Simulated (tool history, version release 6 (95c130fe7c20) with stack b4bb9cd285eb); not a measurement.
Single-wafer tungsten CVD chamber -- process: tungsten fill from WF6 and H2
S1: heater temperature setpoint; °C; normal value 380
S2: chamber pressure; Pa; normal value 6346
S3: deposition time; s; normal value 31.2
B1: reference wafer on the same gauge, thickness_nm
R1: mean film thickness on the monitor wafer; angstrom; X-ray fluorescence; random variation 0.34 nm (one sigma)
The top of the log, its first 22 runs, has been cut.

run	hour	S1	S2	S3	B1	R1
23	660.3	392	6773	29.5	56.428	879.59
24	682.2	380	6346	31.2	56.423	730.05
25	709.2	393	7199	31.2	56.433	974.4
# hour 737.8: gauge calibrated
26	765.4	380	6346	31.2	56.39	738.05
# hour 774.7: showerhead replaced
# hour 780.8: thermocouple changed; heater temperature recalibrated
27	794	366	6346	37.4	56.395	644.72
28	825.9	380	6346	31.2	56.413	708.67
29	851.5	380	5026	34.6	56.308	683.93
30	939.6	380	6346	31.2	56.317	706.9
31	972.8	386	5200	33	56.361	745.19
32	1003.4	375	7239	31.2	56.481	701.16
33	1038.9	380	6346	33.7	56.472	774.99
34	1066.5	380	5773	29.1	56.338	629.13
35	1101.7	395	7319	31.2	56.304	995.35

3 options for the next run, each taken on its own from the tool as it stands now. Forecast them:
A	1102.1	385	6346	31.2	?	?
B	1102.1	380	5013	35.5	?	?
C	1102.1	391	5493	35.7	?	?

run	B1	R1
A	56.396	778.51
B	56.396	709.56
C	56.396	911.08
With no hidden state in the tool, these same runs would have given:
run	R1
A	754.41
B	687.3
C	883.81

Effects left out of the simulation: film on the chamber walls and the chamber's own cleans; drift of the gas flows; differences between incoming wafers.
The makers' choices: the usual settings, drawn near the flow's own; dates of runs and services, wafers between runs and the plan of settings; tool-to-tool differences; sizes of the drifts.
